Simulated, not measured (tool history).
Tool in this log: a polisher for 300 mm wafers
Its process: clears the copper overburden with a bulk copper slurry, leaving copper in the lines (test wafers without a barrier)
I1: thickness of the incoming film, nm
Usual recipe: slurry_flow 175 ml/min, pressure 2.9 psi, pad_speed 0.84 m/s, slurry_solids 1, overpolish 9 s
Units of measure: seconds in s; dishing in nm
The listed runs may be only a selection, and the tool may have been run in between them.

{"run": 1, "day": 0.0, "slurry_flow": 175, "pressure": 2.9, "pad_speed": 0.84, "slurry_solids": 1, "overpolish": 9, "I1": 1120.9, "seconds": 126.9, "dishing": 50.6}
{"day": 0.758, "done": "slurry blender recalibrated"}
{"run": 2, "day": 1.992, "slurry_flow": 175, "pressure": 2.9, "pad_speed": 0.84, "slurry_solids": 1, "overpolish": 9, "I1": 1095.7, "seconds": 114.3, "dishing": 55}
{"run": 3, "day": 5.996, "slurry_flow": 175, "pressure": 2.9, "pad_speed": 0.84, "slurry_solids": 1, "overpolish": 9, "I1": 1109.3, "seconds": 114, "dishing": 54.5}
{"run": 4, "day": 9.025, "slurry_flow": 175, "pressure": 2.9, "pad_speed": 0.84, "slurry_solids": 1, "overpolish": 9, "I1": 1106.1, "seconds": 115.1, "dishing": 53.6}
{"run": 5, "day": 12.696, "slurry_flow": 175, "pressure": 2.9, "pad_speed": 0.84, "slurry_solids": 1, "overpolish": 13, "I1": 1088.7, "seconds": 120, "dishing": 71.5}
{"run": 6, "day": 14.504, "slurry_flow": 175, "pressure": 2.9, "pad_speed": 0.84, "slurry_solids": 1, "overpolish": 13, "I1": 1100.3, "seconds": 119.2, "dishing": 70.7}
{"day": 14.983, "done": "slurry nozzle cleaned"}
{"day": 17.504, "done": "worn pad replaced by a new one"}
{"run": 7, "day": 17.829, "slurry_flow": 175, "pressure": 2.9, "pad_speed": 0.62, "slurry_solids": 1, "overpolish": 7, "I1": 1120.3, "seconds": 159.9, "dishing": 32.8}
{"run": 8, "day": 21.496, "slurry_flow": 155, "pressure": 3.3, "pad_speed": 0.74, "slurry_solids": 1, "overpolish": 7, "I1": 1114.7, "seconds": 125.8, "dishing": 41.2}
{"run": 9, "day": 25.342, "slurry_flow": 175, "pressure": 2.9, "pad_speed": 0.84, "slurry_solids": 1, "overpolish": 9, "I1": 1105.5, "seconds": 126.6, "dishing": 50.8}
{"day": 28.329, "done": "slurry blender recalibrated"}
{"run": 10, "day": 28.921, "slurry_flow": 190, "pressure": 2.1, "pad_speed": 1.12, "slurry_solids": 1.3, "overpolish": 9, "I1": 1115.2, "seconds": 115.7, "dishing": 52}
{"run": 11, "day": 31.408, "slurry_flow": 210, "pressure": 2.2, "pad_speed": 0.84, "slurry_solids": 1, "overpolish": 5, "I1": 1115.5, "seconds": 154.6, "dishing": 25.8}
{"run": 12, "day": 32.908, "slurry_flow": 175, "pressure": 2.9, "pad_speed": 1.08, "slurry_solids": 1, "overpolish": 11, "I1": 1084.2, "seconds": 93, "dishing": 75.3}
{"day": 34.358, "done": "head pressure recalibrated"}
{"run": 13, "day": 36.904, "slurry_flow": 135, "pressure": 2.9, "pad_speed": 0.84, "slurry_solids": 1, "overpolish": 9, "I1": 1106.3, "seconds": 120.9, "dishing": 51.3}
{"run": 14, "day": 38.7, "slurry_flow": 175, "pressure": 2.9, "pad_speed": 0.94, "slurry_solids": 1.25, "overpolish": 9, "I1": 1100.9, "seconds": 100.2, "dishing": 61.7}
{"day": 40.442, "done": "slurry nozzle cleaned"}
{"run": 15, "day": 42.621, "slurry_flow": 175, "pressure": 2.1, "pad_speed": 0.84, "slurry_solids": 1, "overpolish": 9, "I1": 1114.4, "seconds": 168.5, "dishing": 38.3}
{"day": 44.612, "done": "worn pad replaced by a new one"}
{"run": 16, "day": 44.825, "slurry_flow": 145, "pressure": 2.9, "pad_speed": 0.84, "slurry_solids": 0.8, "overpolish": 5, "I1": 1122.5, "seconds": 130.7, "dishing": 29.7}
{"run": 17, "day": 48.029, "slurry_flow": 175, "pressure": 2.9, "pad_speed": 0.84, "slurry_solids": 1, "overpolish": 11, "I1": 1104.6, "seconds": 122.2, "dishing": 59.6}
{"run": 18, "day": 51.162, "slurry_flow": 175, "pressure": 2.9, "pad_speed": 0.84, "slurry_solids": 1, "overpolish": 9, "I1": 1093.3, "seconds": 124.4, "dishing": 49.8}
{"day": 54.671, "done": "slurry blender recalibrated"}
{"run": 19, "day": 55.192, "slurry_flow": 175, "pressure": 2.9, "pad_speed": 0.84, "slurry_solids": 1, "overpolish": 9, "I1": 1114.1, "seconds": 118.1, "dishing": 56.5}
{"run": 20, "day": 58.267, "slurry_flow": 210, "pressure": 2.2, "pad_speed": 0.84, "slurry_solids": 1, "overpolish": 5, "I1": 1117.2, "seconds": 150, "dishing": 25.7}
{"run": 21, "day": 62.646, "slurry_flow": 175, "pressure": 2.9, "pad_speed": 0.94, "slurry_solids": 1, "overpolish": 11, "I1": 1107.6, "seconds": 108.3, "dishing": 67.4}
{"day": 66.483, "done": "slurry nozzle cleaned"}
{"day": 68.283, "done": "worn pad replaced by a new one"}
{"run": 22, "day": 74.717, "slurry_flow": 175, "pressure": 2.9, "pad_speed": 0.84, "slurry_solids": 1, "overpolish": 9, "I1": 1126.8, "seconds": 122.6, "dishing": 50.2}
{"run": 23, "day": 76.508, "slurry_flow": 130, "pressure": 3.2, "pad_speed": 0.84, "slurry_solids": 1, "overpolish": 9, "I1": 1091.5, "seconds": 118.6, "dishing": 55.5}
{"run": 24, "day": 80.675, "slurry_flow": 145, "pressure": 1.9, "pad_speed": 0.84, "slurry_solids": 1, "overpolish": 9, "I1": 1098.5, "seconds": 207.2, "dishing": 34.2}
{"day": 81.554, "done": "slurry blender recalibrated"}
{"run": 25, "day": 82.188, "slurry_flow": 145, "pressure": 2.9, "pad_speed": 0.84, "slurry_solids": 0.8, "overpolish": 5, "I1": 1100.2, "seconds": 127.7, "dishing": 30.4}
{"run": 26, "day": 85.696, "slurry_flow": 175, "pressure": 3.5, "pad_speed": 0.74, "slurry_solids": 1, "overpolish": 9, "I1": 1108.7, "seconds": 109, "dishing": 58.6}
{"day": 87.271, "done": "head pressure recalibrated"}
{"run": 27, "day": 88.979, "slurry_flow": 175, "pressure": 2.9, "pad_speed": 0.84, "slurry_solids": 0.8, "overpolish": 6, "I1": 1106.3, "seconds": 125, "dishing": 37.4}

Difference, measured minus no-hidden-state, one row per run. Run-to-run variation is common to both terms; the gauge's own scatter need not be:
The tool's hidden condition here consists of: removal rate lost through wear of the pad, %; slurry flow missing at the pad, %; deviation of the head's pressure from its setpoint, %; abrasive missing from the slurry, %.
run=1 seconds=+10.9 dishing=-3.9
run=2 seconds=+0.2 dishing=-0.1
run=3 seconds=+0.6 dishing=-0.2
run=4 seconds=+1.3 dishing=-0.5
run=5 seconds=+2.5 dishing=-1.2
run=6 seconds=+3.2 dishing=-1.5
run=7 seconds=+6.6 dishing=-1.2
run=8 seconds=+7.8 dishing=-2.4
run=9 seconds=+11.4 dishing=-4.2
run=10 seconds=+1.8 dishing=-0.7
run=11 seconds=+2.6 dishing=-0.4
run=12 seconds=+1.7 dishing=-1
run=13 seconds=+3.1 dishing=-1.1
run=14 seconds=+3 dishing=-1.6
run=15 seconds=+7.4 dishing=-1.5
run=16 seconds=+6.8 dishing=-1.5
run=17 seconds=+8.8 dishing=-3.6
run=18 seconds=+11.7 dishing=-4.2
run=19 seconds=+0.1 dishing=+0
run=20 seconds=+0.4 dishing=-0.1
run=21 seconds=+1 dishing=-0.5
run=22 seconds=+6.9 dishing=-2.5
run=23 seconds=+8.1 dishing=-3.4
run=24 seconds=+21 dishing=-3.4
run=25 seconds=+0.5 dishing=-0.2
run=26 seconds=+0.7 dishing=-0.3
run=27 seconds=+1.3 dishing=-0.3
